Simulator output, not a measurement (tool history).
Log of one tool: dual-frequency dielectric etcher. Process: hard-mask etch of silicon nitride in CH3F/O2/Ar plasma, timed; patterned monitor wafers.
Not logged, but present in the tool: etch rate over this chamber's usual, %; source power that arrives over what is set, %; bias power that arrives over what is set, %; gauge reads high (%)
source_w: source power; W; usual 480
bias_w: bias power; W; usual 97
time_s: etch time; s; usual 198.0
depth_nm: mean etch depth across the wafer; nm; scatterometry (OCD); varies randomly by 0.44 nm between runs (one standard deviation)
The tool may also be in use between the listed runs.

run     day  source_w  bias_w  time_s  wafers since the last listed run  hours since the last wet clean  hours since the last source power generator calibration  hours since the last bias power generator calibration  hours since the last upper electrode change  hours since the gauge calibration  read-back reference wafer on the same gauge, depth_nm  depth_nm
  1   0.000       480      86   184.0                                 0                           131.9                                                   2922.9                                                 1948.0                                       3867.1                              713.1                                                  150.1     161.5
  2   3.346       480      97   198.0                               452                           212.2                                                   3003.2                                                 2028.3                                       3947.4                              793.4                                                  149.9     182.6
  3   4.771       480      97   198.0                               192                           246.4                                                   3037.4                                                 2062.5                                       3981.6                              827.6                                                  150.0     182.4
  4   5.292       480      97   198.0                                70                           258.9                                                   3049.9                                                 2075.0                                       3994.1                              840.1                                                  149.9     181.5
  5   6.246       480      97   198.0                               129                           281.8                                                   3072.8                                                 2097.9                                       4017.0                              863.0                                                  150.0     181.6
      7.642  -- upper electrode replaced
  6   7.662       480      97   198.0                                56                           315.8                                                   3106.8                                                 2131.9                                          0.5                              897.0                                                  150.0     181.7
      7.971  -- bias power generator calibrated
  7   8.688       480      97   198.0                               116                           340.4                                                   3131.4                                                   17.2                                         25.1                              921.6                                                  150.0     182.5
  8  10.054       480      97   198.0                               184                           373.2                                                   3164.2                                                   50.0                                         57.9                              954.4                                                  149.9     181.0
  9  10.762       480      97   198.0                                95                           390.2                                                   3181.2                                                   67.0                                         74.9                              971.4                                                  150.2     181.1
 10  11.946       480      97   198.0                               160                           418.6                                                   3209.6                                                   95.4                                        103.3                              999.8                                                  150.0     182.0
     12.567  -- source power generator calibrated
     13.296  -- wet clean of the chamber
 11  13.317       480      97   198.0                                64                             0.5                                                     18.0                                                  128.3                                        136.2                             1032.7                                                  150.0     182.8
     13.617  -- gauge calibrated
 12  13.750       480      97   198.0                                58                            10.9                                                     28.4                                                  138.7                                        146.6                                3.2                                                  150.0     181.8
 13  14.825       480      97   198.0                               145                            36.7                                                     54.2                                                  164.5                                        172.4                               29.0                                                  150.2     181.5
 14  16.196       480      86   184.0                               185                            69.6                                                     87.1                                                  197.4                                        205.3                               61.9                                                  150.0     161.8
 15  16.871       380      85   215.0                                91                            85.8                                                    103.3                                                  213.6                                        221.5                               78.1                                                  149.9     172.2
 16  17.938       480     106   180.5                               144                           111.4                                                    128.9                                                  239.2                                        247.1                              103.7                                                  150.0     170.6
 17  18.862       580     112   198.0                               125                           133.6                                                    151.1                                                  261.4                                        269.3                              125.9                                                  150.0     205.8
 18  19.600       420      97   246.0                                99                           151.3                                                    168.8                                                  279.1                                        287.0                              143.6                                                  150.0     214.1
 19  20.375       380     104   170.5                               104                           169.9                                                    187.4                                                  297.7                                        305.6                              162.2                                                  149.8     146.4
 20  21.867       480      76   142.5                               201                           205.7                                                    223.2                                                  333.5                                        341.4                              198.0                                                  150.0     120.8
 21  22.454       480     109   198.0                                79                           219.8                                                    237.3                                                  347.6                                        355.5                              212.1                                                  150.1     189.3
 22  23.888       580     112   198.0                               193                           254.2                                                    271.7                                                  382.0                                        389.9                              246.5                                                  150.1     205.2
 23  24.704       480      97   161.0                               110                           273.8                                                    291.3                                                  401.6                                        409.5                              266.1                                                  150.0     148.0
 24  26.888       480      97   198.0                               295                           326.2                                                    343.7                                                  454.0                                        461.9                              318.5                                                  150.1     182.1
 25  27.454       480      97   198.0                                76                           339.8                                                    357.3                                                  467.6                                        475.5                              332.1                                                  149.8     181.9
 26  28.142       570     107   245.5                                93                           356.3                                                    373.8                                                  484.1                                        492.0                              348.6                                                  150.0     250.0
 27  29.579       380      97   198.0                               194                           390.8                                                    408.3                                                  518.6                                        526.5                              383.1                                                  150.0     166.1
 28  30.788       430      97   216.5                               163                           419.8                                                    437.3                                                  547.6                                        555.5                              412.1                                                  150.1     190.3
 29  31.621       480      97   198.0                               112                           439.8                                                    457.3                                                  567.6                                        575.5                              432.1                                                  150.1     181.3

Consider 5 possible next runs. They are alternatives, not a sequence: every one starts from the tool as it was left by run 29. What does each give?
  A  31.642       480      97   198.0                                 2                           440.3                                                    457.8                                                  568.1                                        576.0                              432.6                                                      ?         ?
  B  31.642       410      97   198.0                                 2                           440.3                                                    457.8                                                  568.1                                        576.0                              432.6                                                      ?         ?
  C  31.642       360     107   180.5                                 2                           440.3                                                    457.8                                                  568.1                                        576.0                              432.6                                                      ?         ?
  D  31.642       480      83   198.0                                 2                           440.3                                                    457.8                                                  568.1                                        576.0                              432.6                                                      ?         ?
  E  31.642       530      97   198.0                                 2                           440.3                                                    457.8                                                  568.1                                        576.0                              432.6                                                      ?         ?

run  read-back reference wafer on the same gauge, depth_nm  depth_nm
  A                                                  150.0     182.0
  B                                                  150.0     171.0
  C                                                  150.0     153.3
  D                                                  150.0     172.6
  E                                                  150.0     189.2
With no hidden state in the tool, these same runs would have given:
run  depth_nm
  A     182.0
  B     171.0
  C     153.3
  D     172.6
  E     189.2
